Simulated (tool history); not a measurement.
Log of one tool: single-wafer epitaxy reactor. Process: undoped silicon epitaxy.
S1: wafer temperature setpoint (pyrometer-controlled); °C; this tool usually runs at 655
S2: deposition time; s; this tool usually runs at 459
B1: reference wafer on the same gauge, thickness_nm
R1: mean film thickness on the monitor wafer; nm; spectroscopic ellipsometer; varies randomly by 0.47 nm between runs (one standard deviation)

Run 1, hour 0.0: usual settings; B1 96.313. Result: R1 75.775 nm.
Run 2, hour 11.7: usual settings; B1 96.178. Result: R1 74.803 nm.
Run 3, hour 29.2: usual settings; B1 96.051. Result: R1 74.940 nm.
Run 4, hour 37.9: usual settings; B1 96.162. Result: R1 76.028 nm.
Run 5, hour 48.9: usual settings; B1 96.279. Result: R1 76.198 nm.
Run 6, hour 72.6: usual settings but S1 667 °C; B1 96.355. Result: R1 100.587 nm.
Run 7, hour 86.1: usual settings but S1 667 °C; B1 96.505. Result: R1 100.847 nm.
Run 8, hour 97.2: usual settings; B1 96.286. Result: R1 75.633 nm.
Run 9, hour 107.0: usual settings; B1 96.209. Result: R1 75.528 nm.
Run 10, hour 114.9: usual settings; B1 96.170. Result: R1 75.196 nm.
Run 11, hour 159.9: usual settings but S1 663 °C, S2 529 s; B1 96.320. Result: R1 106.243 nm.
Run 12, hour 170.4: usual settings but S1 663 °C, S2 529 s; B1 96.328. Result: R1 105.321 nm.
Run 13, hour 177.3: usual settings but S1 663 °C, S2 529 s; B1 96.264. Result: R1 105.602 nm.
Run 14, hour 212.7: usual settings; B1 96.136. Result: R1 86.410 nm.
Run 15, hour 224.5: usual settings; B1 96.473. Result: R1 86.078 nm.
Run 16, hour 237.8: usual settings; B1 96.397. Result: R1 86.151 nm.
Run 17, hour 272.6: usual settings; B1 96.330. Result: R1 85.636 nm.
Run 18, hour 278.8: usual settings but S1 662 °C; B1 96.211. Result: R1 101.238 nm.
Run 19, hour 288.1: usual settings; B1 96.269. Result: R1 85.300 nm.
Run 20, hour 317.9: usual settings; B1 96.366. Result: R1 84.456 nm.
Run 21, hour 328.3: usual settings but S1 644 °C, S2 398 s; B1 96.220. Result: R1 55.351 nm.
Run 22, hour 340.1: usual settings but S1 660 °C, S2 505 s; B1 96.228. Result: R1 105.325 nm.
Run 23, hour 348.7: usual settings; B1 96.385. Result: R1 83.750 nm.
Run 24, hour 359.7: usual settings but S1 650 °C, S2 432 s; B1 96.370. Result: R1 69.442 nm.
Run 25, hour 372.6: usual settings but S1 641 °C, S2 534 s; B1 96.291. Result: R1 67.819 nm.
Run 26, hour 388.7: usual settings but S2 514 s; B1 96.280. Result: R1 92.891 nm.
Run 27, hour 395.3: usual settings; B1 96.266. Result: R1 82.468 nm.
Run 28, hour 406.8: usual settings but S1 666 °C, S2 524 s; B1 96.120. Result: R1 123.214 nm.
Run 29, hour 424.3: usual settings; B1 96.183. Result: R1 82.505 nm.
Run 30, hour 441.7: usual settings but S1 645 °C, S2 372 s; B1 96.375. Result: R1 51.888 nm.
Run 31, hour 466.3: usual settings but S1 643 °C; B1 96.387. Result: R1 60.683 nm.
Run 32, hour 501.5: usual settings; B1 96.326. Result: R1 82.116 nm.
Run 33, hour 518.0: usual settings; B1 96.224. Result: R1 80.889 nm.
Run 34, hour 527.1: usual settings; B1 96.333. Result: R1 81.313 nm.
Run 35, hour 541.1: usual settings but S1 644 °C; B1 96.458. Result: R1 61.835 nm.
Run 36, hour 549.2: usual settings but S1 660 °C, S2 505 s; B1 96.204. Result: R1 101.435 nm.
Run 37, hour 560.5: usual settings; B1 96.374. Result: R1 80.916 nm.
Run 38, hour 574.1: usual settings but S1 668 °C, S2 541 s; B1 96.409. Result: R1 130.701 nm.
Run 39, hour 590.7: usual settings but S1 669 °C, S2 402 s; B1 96.325. Result: R1 98.013 nm.
Run 40, hour 601.7: usual settings but S1 646 °C, S2 537 s; B1 96.362. Result: R1 75.075 nm.
Run 41, hour 614.4: usual settings; B1 96.322. Result: R1 80.124 nm.

Taken out of this log: 3 entries between the listed runs. Where each belongs, and how the hidden state differs across it:
Logged between run 4 and run 5: gauge calibrated (hour 47.9)
  wafer temperature above the value expected at the setpoint (K): -6.14 -> -6.15
  measured value less the no-hidden-state value, R1: -12.479 -> -12.527 nm
Logged between run 13 and run 14: pyrometer calibrated (hour 211.4)
  wafer temperature above the value expected at the setpoint (K): -6.25 -> -0.757
  measured value less the no-hidden-state value, R1: -17.296 -> -1.623 nm
Logged between run 30 and run 31: gauge calibrated (hour 460.5)
  wafer temperature above the value expected at the setpoint (K): -2.77 -> -2.95
  measured value less the no-hidden-state value, R1: -3.765 -> -4.715 nm
